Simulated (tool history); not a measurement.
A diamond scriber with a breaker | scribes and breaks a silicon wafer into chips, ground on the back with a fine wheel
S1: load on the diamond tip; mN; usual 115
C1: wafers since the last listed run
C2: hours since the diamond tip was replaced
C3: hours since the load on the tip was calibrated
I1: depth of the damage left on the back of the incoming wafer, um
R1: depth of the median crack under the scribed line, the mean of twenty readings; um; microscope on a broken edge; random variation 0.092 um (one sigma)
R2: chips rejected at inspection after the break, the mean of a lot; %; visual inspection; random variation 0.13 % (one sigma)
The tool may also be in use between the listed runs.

run	hour	S1	C1	C2	C3	I1	R1	R2
1	0.0	115	0	566.5	1374.0	2.47	8.44	4.58
2	17.0	115	62	583.5	1391.0	2.65	8.39	5.33
3	36.3	115	71	602.8	1410.3	2.93	8.36	6.20
4	50.1	115	50	616.6	1424.1	1.91	8.26	3.95
5	75.2	115	92	641.7	1449.2	2.72	8.16	5.76
6	98.7	115	86	665.2	1472.7	1.75	8.27	3.95
7	119.5	115	76	686.0	1493.5	2.27	8.16	4.53
8	144.6	115	92	711.1	1518.6	2.38	8.13	5.40
# hour 177.7: load on the tip recalibrated
9	178.2	105	116	744.7	0.5	2.29	7.60	9.10
10	204.2	148	95	770.7	26.5	2.04	9.71	3.29
11	216.7	94	46	783.2	39.0	2.52	6.75	15.54
# hour 232.9: diamond tip replaced by a new one
12	251.6	81	121	18.7	73.9	2.73	6.81	17.65
13	284.8	128	122	51.9	107.1	2.36	9.93	3.41
14	310.5	115	94	77.6	132.8	2.83	8.95	3.64
15	340.5	134	110	107.6	162.8	2.39	10.16	4.45
16	360.0	103	71	127.1	182.3	3.00	8.20	7.14

Forecast each of these 3 alternatives for the next run:
A	360.5	115	1	127.6	182.8	1.87	?	?
B	360.5	140	1	127.6	182.8	1.87	?	?
C	360.5	144	1	127.6	182.8	1.87	?	?

run	R1	R2
A	8.95	2.11
B	10.49	4.37
C	10.72	5.20
Without the tool's hidden state the same runs would have given:
run	R1	R2
A	9.12	2.03
B	10.69	5.06
C	10.93	5.99

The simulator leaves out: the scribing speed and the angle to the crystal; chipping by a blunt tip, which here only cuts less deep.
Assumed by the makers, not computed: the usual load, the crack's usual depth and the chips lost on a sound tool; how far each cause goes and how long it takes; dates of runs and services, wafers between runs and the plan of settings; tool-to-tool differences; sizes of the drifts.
